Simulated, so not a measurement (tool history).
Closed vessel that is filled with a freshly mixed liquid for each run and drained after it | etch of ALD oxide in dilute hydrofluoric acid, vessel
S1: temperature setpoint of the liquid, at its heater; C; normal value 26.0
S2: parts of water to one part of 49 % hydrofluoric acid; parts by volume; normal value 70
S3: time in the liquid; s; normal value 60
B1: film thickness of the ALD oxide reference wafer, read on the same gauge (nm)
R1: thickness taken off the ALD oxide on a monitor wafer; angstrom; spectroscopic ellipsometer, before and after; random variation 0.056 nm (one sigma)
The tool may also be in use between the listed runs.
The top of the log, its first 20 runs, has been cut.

run 21 hour=290.8 | S1=27.5 S2=55 S3=90 | B1=89.99 | R1=246.1
run 22 hour=307.8 | S1=23.0 S2=90 S3=60 | B1=90.02 | R1=79.8
-- hour=324.6 hydrofluoric acid flow meter replaced
run 23 hour=325.4 | S1=26.0 S2=95 S3=45 | B1=90.03 | R1=63.6
run 24 hour=336.6 | S1=26.0 S2=70 S3=60 | B1=90.02 | R1=119.2
run 25 hour=344.2 | S1=26.0 S2=55 S3=60 | B1=90.04 | R1=155.2
run 26 hour=356.7 | S1=22.0 S2=60 S3=70 | B1=90.07 | R1=139.2
run 27 hour=366.5 | S1=26.0 S2=70 S3=60 | B1=89.98 | R1=119.1
run 28 hour=380.2 | S1=21.5 S2=70 S3=60 | B1=90.04 | R1=99.6

Run 29, settings as shown, results not yet in. Your forecast:
run 29 hour=396.8 | S1=24.5 S2=50 S3=60 | B1=? | R1=?

Logged for run 29: B1 89.98, R1 160.9 angstrom.
Had the tool carried no hidden state, the very same run would have given R1 157.9 angstrom.
